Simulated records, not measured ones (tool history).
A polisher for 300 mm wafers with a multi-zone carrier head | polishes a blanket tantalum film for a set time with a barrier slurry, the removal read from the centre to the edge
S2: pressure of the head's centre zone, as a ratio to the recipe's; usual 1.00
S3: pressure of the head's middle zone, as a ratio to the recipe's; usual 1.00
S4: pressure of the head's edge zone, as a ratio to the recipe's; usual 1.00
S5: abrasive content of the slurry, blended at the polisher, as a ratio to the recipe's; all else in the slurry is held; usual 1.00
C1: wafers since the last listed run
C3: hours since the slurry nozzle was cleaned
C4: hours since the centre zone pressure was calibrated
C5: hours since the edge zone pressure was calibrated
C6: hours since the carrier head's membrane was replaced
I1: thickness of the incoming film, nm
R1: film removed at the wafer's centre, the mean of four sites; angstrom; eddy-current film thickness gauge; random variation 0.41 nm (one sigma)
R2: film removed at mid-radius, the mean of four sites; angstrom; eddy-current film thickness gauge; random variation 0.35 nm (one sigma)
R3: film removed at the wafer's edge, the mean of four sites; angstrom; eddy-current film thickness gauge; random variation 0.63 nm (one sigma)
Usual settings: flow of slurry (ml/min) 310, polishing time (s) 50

run 1 hour=0.0 | flow_of_slurry_(ml/min)=310 S2=1.00 S3=1.06 S4=1.00 S5=1.00 polishing_time_(s)=50 | C1=0 wafers_polished_on_this_pad=7 C3=689.1 C4=28.8 C5=341.8 C6=20.7 | I1=453.7 | R1=466 R2=481 R3=446
run 2 hour=7.7 | flow_of_slurry_(ml/min)=310 S2=1.00 S3=1.06 S4=1.00 S5=1.00 polishing_time_(s)=50 | C1=116 wafers_polished_on_this_pad=124 C3=696.8 C4=36.5 C5=349.5 C6=28.4 | I1=462.0 | R1=463 R2=485 R3=462
run 3 hour=13.8 | flow_of_slurry_(ml/min)=310 S2=1.00 S3=1.06 S4=1.00 S5=1.00 polishing_time_(s)=50 | C1=92 wafers_polished_on_this_pad=216 C3=702.9 C4=42.6 C5=355.6 C6=34.5 | I1=461.9 | R1=462 R2=480 R3=455
run 4 hour=21.5 | flow_of_slurry_(ml/min)=310 S2=1.00 S3=1.00 S4=1.00 S5=1.00 polishing_time_(s)=50 | C1=116 wafers_polished_on_this_pad=333 C3=710.6 C4=50.3 C5=363.3 C6=42.2 | I1=459.9 | R1=469 R2=459 R3=465
run 5 hour=28.8 | flow_of_slurry_(ml/min)=310 S2=1.00 S3=1.06 S4=1.00 S5=1.00 polishing_time_(s)=50 | C1=110 wafers_polished_on_this_pad=444 C3=717.9 C4=57.6 C5=370.6 C6=49.5 | I1=455.8 | R1=459 R2=488 R3=457
run 6 hour=44.6 | flow_of_slurry_(ml/min)=310 S2=1.00 S3=1.00 S4=0.94 S5=1.00 polishing_time_(s)=64 | C1=239 wafers_polished_on_this_pad=683 C3=733.7 C4=73.4 C5=386.4 C6=65.3 | I1=455.9 | R1=587 R2=589 R3=575
run 7 hour=51.3 | flow_of_slurry_(ml/min)=310 S2=1.03 S3=0.92 S4=0.96 S5=1.00 polishing_time_(s)=50 | C1=101 wafers_polished_on_this_pad=785 C3=740.4 C4=80.1 C5=393.1 C6=72.0 | I1=459.1 | R1=477 R2=424 R3=439
run 8 hour=68.4 | flow_of_slurry_(ml/min)=310 S2=1.00 S3=1.00 S4=1.00 S5=1.00 polishing_time_(s)=50 | C1=259 wafers_polished_on_this_pad=1044 C3=757.5 C4=97.2 C5=410.2 C6=89.1 | I1=456.4 | R1=463 R2=463 R3=456
run 9 hour=77.7 | flow_of_slurry_(ml/min)=310 S2=1.08 S3=1.00 S4=1.00 S5=1.00 polishing_time_(s)=50 | C1=140 wafers_polished_on_this_pad=1185 C3=766.8 C4=106.5 C5=419.5 C6=98.4 | I1=453.2 | R1=498 R2=463 R3=449
-- hour=87.8 worn pad replaced by a new one
run 10 hour=88.3 | flow_of_slurry_(ml/min)=310 S2=0.88 S3=0.90 S4=1.00 S5=1.00 polishing_time_(s)=50 | C1=100 wafers_polished_on_this_pad=7 C3=777.4 C4=117.1 C5=430.1 C6=109.0 | I1=461.0 | R1=404 R2=419 R3=456
run 11 hour=105.3 | flow_of_slurry_(ml/min)=310 S2=1.00 S3=1.00 S4=1.00 S5=1.00 polishing_time_(s)=50 | C1=257 wafers_polished_on_this_pad=265 C3=794.4 C4=134.1 C5=447.1 C6=126.0 | I1=461.8 | R1=458 R2=454 R3=454
-- hour=115.2 edge zone pressure recalibrated
run 12 hour=123.0 | flow_of_slurry_(ml/min)=220 S2=1.00 S3=1.00 S4=1.00 S5=1.15 polishing_time_(s)=50 | C1=238 wafers_polished_on_this_pad=503 C3=812.1 C4=151.8 C5=7.8 C6=143.7 | I1=451.3 | R1=450 R2=451 R3=450
run 13 hour=139.1 | flow_of_slurry_(ml/min)=310 S2=1.00 S3=1.00 S4=1.00 S5=1.00 polishing_time_(s)=59 | C1=244 wafers_polished_on_this_pad=747 C3=828.2 C4=167.9 C5=23.9 C6=159.8 | I1=458.1 | R1=536 R2=530 R3=537
run 14 hour=151.2 | flow_of_slurry_(ml/min)=200 S2=1.00 S3=1.00 S4=1.00 S5=1.00 polishing_time_(s)=66 | C1=183 wafers_polished_on_this_pad=931 C3=840.3 C4=180.0 C5=36.0 C6=171.9 | I1=466.3 | R1=568 R2=554 R3=568
-- hour=156.2 slurry nozzle cleaned
run 15 hour=158.6 | flow_of_slurry_(ml/min)=310 S2=1.00 S3=1.00 S4=1.00 S5=1.00 polishing_time_(s)=50 | C1=97 wafers_polished_on_this_pad=1028 C3=2.4 C4=187.4 C5=43.4 C6=179.3 | I1=467.7 | R1=482 R2=470 R3=467
run 16 hour=176.6 | flow_of_slurry_(ml/min)=310 S2=1.00 S3=1.00 S4=1.00 S5=1.00 polishing_time_(s)=50 | C1=272 wafers_polished_on_this_pad=1301 C3=20.4 C4=205.4 C5=61.4 C6=197.3 | I1=457.8 | R1=481 R2=472 R3=469
-- hour=182.0 worn pad replaced by a new one
run 17 hour=188.2 | flow_of_slurry_(ml/min)=310 S2=1.00 S3=1.00 S4=1.00 S5=1.00 polishing_time_(s)=50 | C1=115 wafers_polished_on_this_pad=93 C3=32.0 C4=217.0 C5=73.0 C6=208.9 | I1=457.0 | R1=488 R2=473 R3=464
run 18 hour=195.3 | flow_of_slurry_(ml/min)=265 S2=1.00 S3=1.08 S4=1.00 S5=1.00 polishing_time_(s)=67 | C1=107 wafers_polished_on_this_pad=200 C3=39.1 C4=224.1 C5=80.1 C6=216.0 | I1=466.5 | R1=624 R2=677 R3=624
run 19 hour=212.2 | flow_of_slurry_(ml/min)=310 S2=1.00 S3=1.00 S4=1.00 S5=1.00 polishing_time_(s)=50 | C1=256 wafers_polished_on_this_pad=457 C3=56.0 C4=241.0 C5=97.0 C6=232.9 | I1=457.8 | R1=482 R2=479 R3=464
run 20 hour=218.4 | flow_of_slurry_(ml/min)=310 S2=1.04 S3=1.10 S4=0.93 S5=1.00 polishing_time_(s)=50 | C1=93 wafers_polished_on_this_pad=551 C3=62.2 C4=247.2 C5=103.2 C6=239.1 | I1=464.5 | R1=497 R2=516 R3=443
run 21 hour=240.5 | flow_of_slurry_(ml/min)=310 S2=1.00 S3=1.00 S4=1.00 S5=1.00 polishing_time_(s)=50 | C1=335 wafers_polished_on_this_pad=886 C3=84.3 C4=269.3 C5=125.3 C6=261.2 | I1=461.6 | R1=482 R2=479 R3=457
run 22 hour=250.7 | flow_of_slurry_(ml/min)=350 S2=1.00 S3=1.07 S4=1.11 S5=1.00 polishing_time_(s)=65 | C1=154 wafers_polished_on_this_pad=1040 C3=94.5 C4=279.5 C5=135.5 C6=271.4 | I1=458.1 | R1=626 R2=658 R3=623
-- hour=273.8 worn pad replaced by a new one
run 23 hour=285.5 | flow_of_slurry_(ml/min)=310 S2=1.00 S3=1.12 S4=1.00 S5=1.00 polishing_time_(s)=35 | C1=466 wafers_polished_on_this_pad=177 C3=129.3 C4=314.3 C5=170.3 C6=306.2 | I1=467.4 | R1=336 R2=373 R3=333

The tool's hidden state at each run:
removal rate lost through wear of the pad, %: 0 in every run
deviation of the centre zone's pressure from its setpoint, %: 0 in every run
deviation of the edge zone's pressure from its setpoint, %: 0 in every run
H1: slurry flow missing at the pad, %
run=1 H1=30.5
run=2 H1=31.1
run=3 H1=31.7
run=4 H1=32.3
run=5 H1=33
run=6 H1=34.4
run=7 H1=35
run=8 H1=36.6
run=9 H1=37.5
run=10 H1=38.5
run=11 H1=40.1
run=12 H1=41.9
run=13 H1=43.5
run=14 H1=44.8
run=15 H1=0.839
run=16 H1=0.864
run=17 H1=0.902
run=18 H1=0.933
run=19 H1=1.03
run=20 H1=1.08
run=21 H1=1.28
run=22 H1=1.39
run=23 H1=1.87
